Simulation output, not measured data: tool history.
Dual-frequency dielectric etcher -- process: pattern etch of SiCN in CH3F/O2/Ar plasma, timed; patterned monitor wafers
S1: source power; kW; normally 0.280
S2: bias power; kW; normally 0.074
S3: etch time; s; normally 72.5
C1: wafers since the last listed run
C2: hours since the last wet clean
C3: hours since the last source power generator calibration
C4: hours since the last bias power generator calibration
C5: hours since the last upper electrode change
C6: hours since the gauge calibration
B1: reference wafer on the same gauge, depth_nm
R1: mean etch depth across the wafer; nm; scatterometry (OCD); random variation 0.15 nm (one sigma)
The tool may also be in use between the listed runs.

run   hour     S1     S2    S3    C1     C2      C3      C4      C5     C6     B1     R1
  1    0.0  0.280  0.081  72.5     0  544.6  3318.0  4499.6  5736.0   86.7  30.52  25.09
       5.2  -- wet clean of the chamber
  2   24.6  0.280  0.081  72.5   250   19.4  3342.6  4524.2  5760.6  111.3  30.53  26.68
  3   77.3  0.280  0.069  64.5   682   72.1  3395.3  4576.9  5813.3  164.0  30.52  21.99
  4  133.1  0.280  0.069  64.5   722  127.9  3451.1  4632.7  5869.1  219.8  30.50  21.93
  5  173.0  0.280  0.069  64.5   516  167.8  3491.0  4672.6  5909.0  259.7  30.50  21.95
  6  206.2  0.280  0.083  72.5   429  201.0  3524.2  4705.8  5942.2  292.9  30.57  26.31
     347.5  -- bias power generator calibrated
     356.9  -- source power generator calibrated
  7  401.4  0.280  0.083  72.5  2422  396.2    44.5    53.9  6137.4  488.1  30.47  25.86
  8  440.3  0.350  0.074  62.5   503  435.1    83.4    92.8  6176.3  527.0  30.50  23.05
     496.1  -- wet clean of the chamber
  9  496.6  0.340  0.058  57.0   418    0.5   139.7   149.1  6232.6  583.3  30.49  20.08
 10  547.6  0.280  0.074  72.5   660   51.5   190.7   200.1  6283.6  634.3  30.51  25.96
     595.0  -- gauge calibrated
 11  605.5  0.280  0.074  72.5   749  109.4   248.6   258.0  6341.5   10.5  30.48  25.92
     665.3  -- upper electrode replaced
 12  665.8  0.310  0.092  87.5   469  169.7   308.9   318.3     0.5   70.8  30.53  34.60
 13  719.7  0.280  0.081  72.5   697  223.6   362.8   372.2    54.4  124.7  30.46  26.42
 14  776.7  0.310  0.074  66.0   737  280.6   419.8   429.2   111.4  181.7  30.50  24.11
 15  835.3  0.280  0.083  88.0   758  339.2   478.4   487.8   170.0  240.3  30.46  31.61

Branching from run 15: 5 alternative next runs. What would each branch give?
  A  835.7  0.280  0.057  72.5   5  339.6  478.8  488.2  170.4  240.7   ?   ?
  B  835.7  0.280  0.086  72.5   5  339.6  478.8  488.2  170.4  240.7   ?   ?
  C  835.7  0.280  0.090  72.5   5  339.6  478.8  488.2  170.4  240.7   ?   ?
  D  835.7  0.280  0.066  90.5   5  339.6  478.8  488.2  170.4  240.7   ?   ?
  E  835.7  0.280  0.081  94.0   5  339.6  478.8  488.2  170.4  240.7   ?   ?

run     B1     R1
  A  30.49  22.91
  B  30.49  26.80
  C  30.49  27.28
  D  30.49  30.20
  E  30.49  33.94
Take away the tool's hidden state, keep each run's random variation, and the runs would have read:
run     R1
  A  23.78
  B  27.82
  C  28.33
  D  31.36
  E  35.24
